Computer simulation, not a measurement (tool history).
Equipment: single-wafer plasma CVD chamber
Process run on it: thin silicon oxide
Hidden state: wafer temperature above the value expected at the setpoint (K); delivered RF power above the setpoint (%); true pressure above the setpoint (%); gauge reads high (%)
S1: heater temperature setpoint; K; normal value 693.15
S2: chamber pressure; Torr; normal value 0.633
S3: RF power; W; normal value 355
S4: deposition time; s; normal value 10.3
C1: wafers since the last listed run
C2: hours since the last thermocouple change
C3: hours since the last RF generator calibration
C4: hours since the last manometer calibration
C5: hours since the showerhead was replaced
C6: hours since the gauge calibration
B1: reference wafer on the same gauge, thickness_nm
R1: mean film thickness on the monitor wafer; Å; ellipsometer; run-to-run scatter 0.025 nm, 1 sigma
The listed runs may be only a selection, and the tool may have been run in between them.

Run 1, hour 0: usual settings but S1 702.15 K; C1 0; C2 1109.6; C3 1626.8; C4 1732.6; C5 4670.9; C6 207.1; B1 12.496. Result: R1 155.23 Å.
Run 2, hour 15.9: usual settings but S1 702.15 K; C1 437; C2 1125.5; C3 1642.7; C4 1748.5; C5 4686.8; C6 223; B1 12.496. Result: R1 154.77 Å.
Run 3, hour 29.2: usual settings; C1 365; C2 1138.8; C3 1656; C4 1761.8; C5 4700.1; C6 236.3; B1 12.494. Result: R1 155.85 Å.
At hour 51.1: gauge calibrated.
Run 4, hour 53.5: usual settings; C1 668; C2 1163.1; C3 1680.3; C4 1786.1; C5 4724.4; C6 2.4; B1 12.507. Result: R1 155.87 Å.
Run 5, hour 71.1: usual settings; C1 484; C2 1180.7; C3 1697.9; C4 1803.7; C5 4742; C6 20; B1 12.497. Result: R1 155.59 Å.
Run 6, hour 88.2: usual settings; C1 470; C2 1197.8; C3 1715; C4 1820.8; C5 4759.1; C6 37.1; B1 12.499. Result: R1 155.78 Å.
Run 7, hour 95.2: usual settings; C1 192; C2 1204.8; C3 1722; C4 1827.8; C5 4766.1; C6 44.1; B1 12.508. Result: R1 155.69 Å.
Run 8, hour 103.7: usual settings; C1 233; C2 1213.3; C3 1730.5; C4 1836.3; C5 4774.6; C6 52.6; B1 12.5. Result: R1 155.49 Å.
Run 9, hour 117: usual settings; C1 365; C2 1226.6; C3 1743.8; C4 1849.6; C5 4787.9; C6 65.9; B1 12.502. Result: R1 155.71 Å.
At hour 143.3: RF generator calibrated.
Run 10, hour 150.5: usual settings but S3 395 W, S4 8.8 s; C1 701; C2 1260.1; C3 7.2; C4 1883.1; C5 4821.4; C6 99.4; B1 12.503. Result: R1 142.5 Å.
At hour 161: thermocouple changed; heater temperature recalibrated.
Run 11, hour 161.9: usual settings but S3 395 W, S4 8.8 s; C1 93; C2 0.9; C3 18.6; C4 1894.5; C5 4832.8; C6 110.8; B1 12.498. Result: R1 142.43 Å.
At hour 180.9: capacitance manometer re-zeroed and calibrated.
Run 12, hour 181.4: usual settings but S1 681.15 K, S4 8.8 s; C1 316; C2 20.4; C3 38.1; C4 0.5; C5 4852.3; C6 130.3; B1 12.497. Result: R1 132.26 Å.
Run 13, hour 184.6: usual settings but S2 0.476 Torr, S3 415 W; C1 88; C2 23.6; C3 41.3; C4 3.7; C5 4855.5; C6 133.5; B1 12.496. Result: R1 120.47 Å.
At hour 196.8: showerhead replaced.
Run 14, hour 198.2: usual settings but S1 698.15 K, S3 390 W; C1 154; C2 37.2; C3 54.9; C4 17.3; C5 1.4; C6 147.1; B1 12.499. Result: R1 157.38 Å.
Run 15, hour 212.6: usual settings but S1 705.15 K, S2 0.682 Torr, S3 395 W, S4 11.1 s; C1 396; C2 51.6; C3 69.3; C4 31.7; C5 15.8; C6 161.5; B1 12.502. Result: R1 182.31 Å.
Run 16, hour 227.8: usual settings but S1 683.15 K, S3 295 W; C1 418; C2 66.8; C3 84.5; C4 46.9; C5 31; C6 176.7; B1 12.493. Result: R1 145.81 Å.
Run 17, hour 239.8: usual settings but S3 400 W, S4 12.1 s; C1 330; C2 78.8; C3 96.5; C4 58.9; C5 43; C6 188.7; B1 12.503. Result: R1 186.97 Å.
Run 18, hour 252.9: usual settings but S1 700.15 K, S2 0.585 Torr, S3 380 W, S4 12.1 s; C1 360; C2 91.9; C3 109.6; C4 72; C5 56.1; C6 201.8; B1 12.498. Result: R1 169.87 Å.
Run 19, hour 280.4: usual settings but S1 701.15 K, S2 0.544 Torr, S3 315 W; C1 756; C2 119.4; C3 137.1; C4 99.5; C5 83.6; C6 229.3; B1 12.5. Result: R1 126.64 Å.
Run 20, hour 290.3: usual settings but S1 704.15 K; C1 272; C2 129.3; C3 147; C4 109.4; C5 93.5; C6 239.2; B1 12.497. Result: R1 153.16 Å.
Run 21, hour 296.8: usual settings but S2 0.556 Torr, S3 375 W, S4 9.2 s; C1 178; C2 135.8; C3 153.5; C4 115.9; C5 100; C6 245.7; B1 12.503. Result: R1 122.94 Å.
Run 22, hour 304.5: usual settings; C1 211; C2 143.5; C3 161.2; C4 123.6; C5 107.7; C6 253.4; B1 12.502. Result: R1 153.85 Å.
Run 23, hour 313.3: usual settings but S1 680.15 K, S2 0.703 Torr, S3 335 W, S4 12 s; C1 242; C2 152.3; C3 170; C4 132.4; C5 116.5; C6 262.2; B1 12.494. Result: R1 197.18 Å.
Run 24, hour 326.5: usual settings; C1 363; C2 165.5; C3 183.2; C4 145.6; C5 129.7; C6 275.4; B1 12.503. Result: R1 154.3 Å.
Run 25, hour 339.4: usual settings but S2 0.704 Torr; C1 354; C2 178.4; C3 196.1; C4 158.5; C5 142.6; C6 288.3; B1 12.5. Result: R1 171 Å.
At hour 342.4: gauge calibrated.
Run 26, hour 351.9: usual settings but S1 703.15 K, S3 380 W, S4 11.8 s; C1 343; C2 190.9; C3 208.6; C4 171; C5 155.1; C6 9.5; B1 12.505. Result: R1 179.85 Å.
Run 27, hour 363.9: usual settings but S2 0.703 Torr, S4 9.8 s; C1 330; C2 202.9; C3 220.6; C4 183; C5 167.1; C6 21.5; B1 12.5. Result: R1 163.53 Å.
Run 28, hour 373.9: usual settings; C1 275; C2 212.9; C3 230.6; C4 193; C5 177.1; C6 31.5; B1 12.495. Result: R1 154.62 Å.

For each run, what was the tool's unlogged condition?
wafer temperature above the value expected at the setpoint (K): 0 on each run
gauge reads high (%): 0 on each run
H1: delivered RF power above the setpoint (%)
H2: true pressure above the setpoint (%)
run      H1     H2
  1   -9.93   5.01
  2   -10.1   5.07
  3   -10.2   5.12
  4   -10.5   5.22
  5   -10.7   5.28
  6   -10.9   5.35
  7   -10.9   5.38
  8     -11   5.41
  9   -11.2   5.46
 10  -0.319    5.6
 11   -0.32   5.64
 12  -0.324  0.264
 13  -0.324  0.277
 14  -0.328   0.33
 15  -0.334  0.386
 16  -0.341  0.446
 17  -0.348  0.493
 18  -0.357  0.544
 19  -0.378  0.651
 20  -0.387   0.69
 21  -0.393  0.715
 22    -0.4  0.746
 23  -0.409   0.78
 24  -0.424  0.832
 25  -0.439  0.882
 26  -0.455  0.931
 27  -0.471  0.978
 28  -0.485   1.02
